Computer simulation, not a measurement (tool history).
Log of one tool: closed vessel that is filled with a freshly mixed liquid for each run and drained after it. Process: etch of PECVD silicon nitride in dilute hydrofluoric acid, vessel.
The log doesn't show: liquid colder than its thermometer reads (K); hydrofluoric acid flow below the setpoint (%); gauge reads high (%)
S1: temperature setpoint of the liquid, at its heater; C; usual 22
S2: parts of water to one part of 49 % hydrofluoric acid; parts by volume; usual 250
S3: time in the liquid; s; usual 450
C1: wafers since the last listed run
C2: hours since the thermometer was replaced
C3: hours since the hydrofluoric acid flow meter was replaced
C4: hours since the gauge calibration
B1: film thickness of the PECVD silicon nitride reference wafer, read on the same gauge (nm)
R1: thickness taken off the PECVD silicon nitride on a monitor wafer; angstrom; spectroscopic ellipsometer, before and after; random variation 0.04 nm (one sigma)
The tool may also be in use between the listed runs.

run	hour	S1	S2	S3	C1	C2	C3	C4	B1	R1
1	0	24.5	250	530	0	684.7	1899.2	862.6	150	113.9
2	43.3	22	250	450	3488	728	1942.5	905.9	150	82.2
3	70.7	22	250	450	2207	755.4	1969.9	933.3	149.99	82.4
# hour 124.2: thermometer replaced
4	132.4	22	250	450	4890	8.2	2031.6	995	150	82.1
5	177	22	250	450	3593	52.8	2076.2	1039.6	150	81.8
6	214.6	22	250	450	3029	90.4	2113.8	1077.2	150.02	81.5
7	275.6	22	250	450	4914	151.4	2174.8	1138.2	149.99	82
8	312.5	22	250	450	2972	188.3	2211.7	1175.1	150	81.9
# hour 337: gauge calibrated
9	362.3	22	320	450	4011	238.1	2261.5	25.3	150.01	63.7
10	401.5	19.5	250	450	3158	277.3	2300.7	64.5	149.98	68.9
11	432.8	19.5	250	450	2521	308.6	2332	95.8	150.02	69.2
12	495.8	22	250	450	5075	371.6	2395	158.8	149.99	81.1
13	560	22	250	450	5172	435.8	2459.2	223	150.02	80.6
# hour 600.3: hydrofluoric acid flow meter replaced
14	600.9	25.5	250	275	3214	476.7	0.6	263.9	150.02	66.3
15	645.3	22	250	450	3576	521.1	45	308.3	150.01	86.6
16	716.2	22	250	680	5711	592	115.9	379.2	150	131.2
17	765.8	23.5	320	450	3995	641.6	165.5	428.8	150	74.7
18	837.7	25	250	450	5792	713.5	237.4	500.7	150	104.9
# hour 897.1: thermometer replaced
19	899.4	22	250	450	4890	2.3	299.1	562.4	150	86.8
20	931.9	22	250	450	2618	34.8	331.6	594.9	150.02	86.8
21	961.2	17.5	335	450	2360	64.1	360.9	624.2	149.99	48.8
22	1026.2	22	250	450	5236	129.1	425.9	689.2	149.99	86
23	1058.8	25	185	450	2626	161.7	458.5	721.8	150	140
24	1088.6	24.5	150	595	2400	191.5	488.3	751.6	150.01	221.9
25	1146.8	19	250	450	4688	249.7	546.5	809.8	150.01	70.4
26	1218.3	23.5	215	540	5760	321.2	618	881.3	150.01	131.3
27	1278	22	305	450	4809	380.9	677.7	941	150.04	70.1
28	1318.7	23.5	365	320	3278	421.6	718.4	981.7	150.01	45.9
29	1348.1	18.5	335	345	2368	451	747.8	1011.1	150.02	39.3
30	1384.7	22	340	450	2948	487.6	784.4	1047.7	149.97	62.8
31	1449.5	22	250	450	5220	552.4	849.2	1112.5	150	84.7

5 ways to go on from here, each from the tool as it stands after run 31. What would each give?
A	1450.3	22	250	450	64	553.2	850	1113.3	?	?
B	1450.3	22	325	450	64	553.2	850	1113.3	?	?
C	1450.3	20	365	305	64	553.2	850	1113.3	?	?
D	1450.3	18	330	335	64	553.2	850	1113.3	?	?
E	1450.3	22	250	325	64	553.2	850	1113.3	?	?

run	B1	R1
A	150.04	84.8
B	150.04	65.6
C	150.04	35.1
D	150.04	37.4
E	150.04	61.2
Without the tool's hidden state the same runs would have given:
run	R1
A	87.7
B	67.8
C	36.3
D	38.7
E	63.3

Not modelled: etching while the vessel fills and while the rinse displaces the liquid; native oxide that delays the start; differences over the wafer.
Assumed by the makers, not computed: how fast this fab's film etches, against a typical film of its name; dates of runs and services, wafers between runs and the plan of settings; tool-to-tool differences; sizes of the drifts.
